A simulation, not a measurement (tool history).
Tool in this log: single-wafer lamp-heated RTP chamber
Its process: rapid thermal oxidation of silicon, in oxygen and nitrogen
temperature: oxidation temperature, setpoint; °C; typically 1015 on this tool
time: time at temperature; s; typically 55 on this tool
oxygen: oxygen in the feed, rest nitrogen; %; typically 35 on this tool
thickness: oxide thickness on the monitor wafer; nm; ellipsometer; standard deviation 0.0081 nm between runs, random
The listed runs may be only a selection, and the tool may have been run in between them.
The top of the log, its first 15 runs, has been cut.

| run | hour | temperature | time | oxygen | read-back reference wafer on the same gauge, thickness | thickness |
|---|---|---|---|---|---|---|
|  | 1509.8 | oxygen flow controller replaced |
| 16 | 1570.5 | 1015 | 38 | 35 | 4.811 | 3.963 |
|  | 1647 | pyrometer window cleaned and pyrometer calibrated |
| 17 | 1660.2 | 1006 | 37 | 35 | 4.813 | 3.651 |
| 18 | 1761.2 | 1044 | 62 | 35 | 4.811 | 5.763 |
| 19 | 1822.6 | 1015 | 55 | 35 | 4.811 | 4.514 |
| 20 | 1868.5 | 1015 | 55 | 35 | 4.812 | 4.525 |
| 21 | 1932.1 | 1030 | 43 | 17 | 4.811 | 3.631 |
| 22 | 2002.2 | 1015 | 43 | 17 | 4.808 | 3.356 |
| 23 | 2196.7 | 999 | 28 | 35 | 4.809 | 3.225 |
| 24 | 2273.9 | 1015 | 55 | 23 | 4.812 | 4.017 |
|  | 2305.5 | pyrometer window cleaned and pyrometer calibrated |
| 25 | 2325.7 | 1015 | 55 | 35 | 4.81 | 4.498 |
| 26 | 2449.5 | 1015 | 55 | 35 | 4.81 | 4.509 |
| 27 | 2502.1 | 1015 | 39 | 19 | 4.809 | 3.315 |
| 28 | 2547.5 | 1024 | 77 | 17 | 4.81 | 4.377 |
| 29 | 2633.9 | 1037 | 55 | 17 | 4.81 | 4.143 |
| 30 | 2672 | 1015 | 55 | 35 | 4.812 | 4.519 |
| 31 | 2743.6 | 1043 | 30 | 17 | 4.812 | 3.444 |
| 32 | 2924.1 | 1035 | 44 | 55 | 4.808 | 5.551 |
| 33 | 3026.4 | 1015 | 55 | 35 | 4.813 | 4.605 |
| 34 | 3065.6 | 1015 | 55 | 35 | 4.81 | 4.589 |
| 35 | 3114.1 | 1038 | 33 | 56 | 4.809 | 5.103 |
|  | 3150.6 | pyrometer window cleaned and pyrometer calibrated |
| 36 | 3208.2 | 1027 | 63 | 27 | 4.808 | 4.755 |
| 37 | 3278 | 1015 | 55 | 35 | 4.808 | 4.521 |

Below are 4 alternative next runs, each starting from the tool's condition after run 37. Predict each:
| A | 3278.4 | 1015 | 55 | 35 | ? | ? |
| B | 3278.4 | 990 | 69 | 35 | ? | ? |
| C | 3278.4 | 1034 | 33 | 20 | ? | ? |
| D | 3278.4 | 987 | 70 | 59 | ? | ? |

| run | read-back reference wafer on the same gauge, thickness | thickness |
|---|---|---|
| A | 4.81 | 4.521 |
| B | 4.81 | 4.203 |
| C | 4.81 | 3.526 |
| D | 4.81 | 4.891 |
With no hidden state in the tool, these same runs would have given:
| run | thickness |
|---|---|
| A | 4.509 |
| B | 4.192 |
| C | 3.518 |
| D | 4.879 |
